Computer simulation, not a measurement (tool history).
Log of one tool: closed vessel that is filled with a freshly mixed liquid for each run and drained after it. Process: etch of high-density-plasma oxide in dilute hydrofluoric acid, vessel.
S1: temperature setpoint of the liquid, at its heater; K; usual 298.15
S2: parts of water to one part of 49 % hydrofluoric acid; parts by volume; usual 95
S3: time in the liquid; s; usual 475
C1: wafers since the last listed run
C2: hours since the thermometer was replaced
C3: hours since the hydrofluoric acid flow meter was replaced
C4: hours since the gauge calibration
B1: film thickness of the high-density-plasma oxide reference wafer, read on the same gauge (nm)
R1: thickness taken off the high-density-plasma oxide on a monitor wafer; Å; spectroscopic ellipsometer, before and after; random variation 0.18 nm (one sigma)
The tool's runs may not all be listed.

Run 1, day 0.000: usual settings but S2 120 parts by volume; C1 0; C2 1665.0; C3 281.4; C4 450.5; B1 29.98. Result: R1 224.4 Å.
Run 2, day 0.388: usual settings but S1 300.65 K; C1 762; C2 1674.3; C3 290.7; C4 459.8; B1 29.98. Result: R1 319.7 Å.
Run 3, day 0.775: usual settings but S1 300.65 K; C1 762; C2 1683.6; C3 300.0; C4 469.1; B1 29.99. Result: R1 318.4 Å.
Run 4, day 1.088: usual settings but S1 299.65 K; C1 615; C2 1691.1; C3 307.5; C4 476.6; B1 30.03. Result: R1 309.3 Å.
Run 5, day 1.404: usual settings but S1 299.65 K; C1 623; C2 1698.7; C3 315.1; C4 484.2; B1 30.02. Result: R1 309.5 Å.
Run 6, day 2.125: usual settings; C1 1418; C2 1716.0; C3 332.4; C4 501.5; B1 30.02. Result: R1 288.7 Å.
Run 7, day 2.838: usual settings; C1 1402; C2 1733.1; C3 349.5; C4 518.6; B1 30.03. Result: R1 289.0 Å.
Run 8, day 3.292: usual settings; C1 893; C2 1744.0; C3 360.4; C4 529.5; B1 30.03. Result: R1 287.4 Å.
Run 9, day 3.829: usual settings but S1 300.15 K, S2 125 parts by volume; C1 1057; C2 1756.9; C3 373.3; C4 542.4; B1 30.01. Result: R1 229.1 Å.
At day 3.888: gauge calibrated.
Run 10, day 4.175: usual settings but S2 115 parts by volume; C1 680; C2 1765.2; C3 381.6; C4 6.9; B1 29.97. Result: R1 230.9 Å.
Run 11, day 4.429: usual settings but S2 115 parts by volume; C1 500; C2 1771.3; C3 387.7; C4 13.0; B1 29.95. Result: R1 233.4 Å.
Run 12, day 4.912: usual settings but S3 565 s; C1 951; C2 1782.9; C3 399.3; C4 24.6; B1 30.04. Result: R1 344.0 Å.
Run 13, day 6.188: usual settings but S3 565 s; C1 2509; C2 1813.5; C3 429.9; C4 55.2; B1 30.06. Result: R1 340.6 Å.
Run 14, day 6.792: usual settings but S3 355 s; C1 1189; C2 1828.0; C3 444.4; C4 69.7; B1 29.99. Result: R1 213.6 Å.
Run 15, day 7.233: usual settings but S2 115 parts by volume; C1 869; C2 1838.6; C3 455.0; C4 80.3; B1 30.04. Result: R1 232.6 Å.
Run 16, day 7.704: usual settings but S1 303.15 K, S2 70 parts by volume, S3 235 s; C1 926; C2 1849.9; C3 466.3; C4 91.6; B1 30.05. Result: R1 246.6 Å.
Run 17, day 8.200: usual settings but S1 296.15 K, S2 145 parts by volume; C1 975; C2 1861.8; C3 478.2; C4 103.5; B1 30.01. Result: R1 165.4 Å.
Run 18, day 8.833: usual settings; C1 1246; C2 1877.0; C3 493.4; C4 118.7; B1 29.96. Result: R1 288.8 Å.
Run 19, day 9.433: usual settings but S1 296.15 K, S2 80 parts by volume; C1 1180; C2 1891.4; C3 507.8; C4 133.1; B1 29.99. Result: R1 322.2 Å.
Run 20, day 9.871: usual settings but S1 300.65 K, S2 55 parts by volume; C1 861; C2 1901.9; C3 518.3; C4 143.6; B1 30.01. Result: R1 576.4 Å.
Run 21, day 10.296: usual settings but S1 301.15 K, S3 670 s; C1 836; C2 1912.1; C3 528.5; C4 153.8; B1 30.05. Result: R1 453.3 Å.
Run 22, day 11.021: usual settings but S2 130 parts by volume, S3 750 s; C1 1426; C2 1929.5; C3 545.9; C4 171.2; B1 29.98. Result: R1 318.0 Å.
Run 23, day 11.338: usual settings but S3 345 s; C1 623; C2 1937.1; C3 553.5; C4 178.8; B1 29.98. Result: R1 209.3 Å.
At day 11.950: thermometer replaced.
Run 24, day 12.050: usual settings; C1 1320; C2 2.4; C3 570.6; C4 195.9; B1 30.00. Result: R1 315.0 Å.
Run 25, day 12.442: usual settings but S1 295.65 K; C1 770; C2 11.8; C3 580.0; C4 205.3; B1 29.99. Result: R1 282.9 Å.
At day 12.879: hydrofluoric acid flow meter replaced.
Run 26, day 13.171: usual settings but S2 115 parts by volume, S3 330 s; C1 1353; C2 29.3; C3 7.0; C4 222.8; B1 30.04. Result: R1 176.4 Å.
Run 27, day 13.504: usual settings but S1 294.65 K, S2 135 parts by volume, S3 305 s; C1 656; C2 37.3; C3 15.0; C4 230.8; B1 30.00. Result: R1 118.2 Å.
Run 28, day 14.112: usual settings but S2 50 parts by volume; C1 1197; C2 51.9; C3 29.6; C4 245.4; B1 30.01. Result: R1 630.9 Å.
Run 29, day 14.812: usual settings; C1 1377; C2 68.7; C3 46.4; C4 262.2; B1 29.97. Result: R1 314.9 Å.
Run 30, day 15.188: usual settings but S1 294.15 K, S2 140 parts by volume, S3 295 s; C1 738; C2 77.7; C3 55.4; C4 271.2; B1 30.02. Result: R1 107.4 Å.
Run 31, day 15.554: usual settings but S1 295.65 K, S2 145 parts by volume; C1 721; C2 86.5; C3 64.2; C4 280.0; B1 30.00. Result: R1 176.6 Å.
Run 32, day 16.608: usual settings but S1 302.15 K; C1 2074; C2 111.8; C3 89.5; C4 305.3; B1 29.98. Result: R1 362.1 Å.
Run 33, day 17.175: usual settings but S1 296.65 K, S2 65 parts by volume, S3 200 s; C1 1115; C2 125.4; C3 103.1; C4 318.9; B1 30.03. Result: R1 187.8 Å.

The tool's hidden state at each run:
hydrofluoric acid flow below the setpoint (%): 0 in every run
gauge reads high (%): 0 in every run
H1: liquid colder than its thermometer reads (K)
run      H1
  1    2.04
  2    2.05
  3    2.06
  4    2.07
  5    2.07
  6    2.09
  7    2.11
  8    2.12
  9    2.14
 10    2.15
 11    2.16
 12    2.17
 13     2.2
 14    2.22
 15    2.23
 16    2.24
 17    2.26
 18    2.27
 19    2.29
 20     2.3
 21    2.31
 22    2.33
 23    2.34
 24  0.0774
 25  0.0879
 26   0.107
 27   0.116
 28   0.133
 29   0.151
 30   0.161
 31   0.171
 32   0.199
 33   0.215
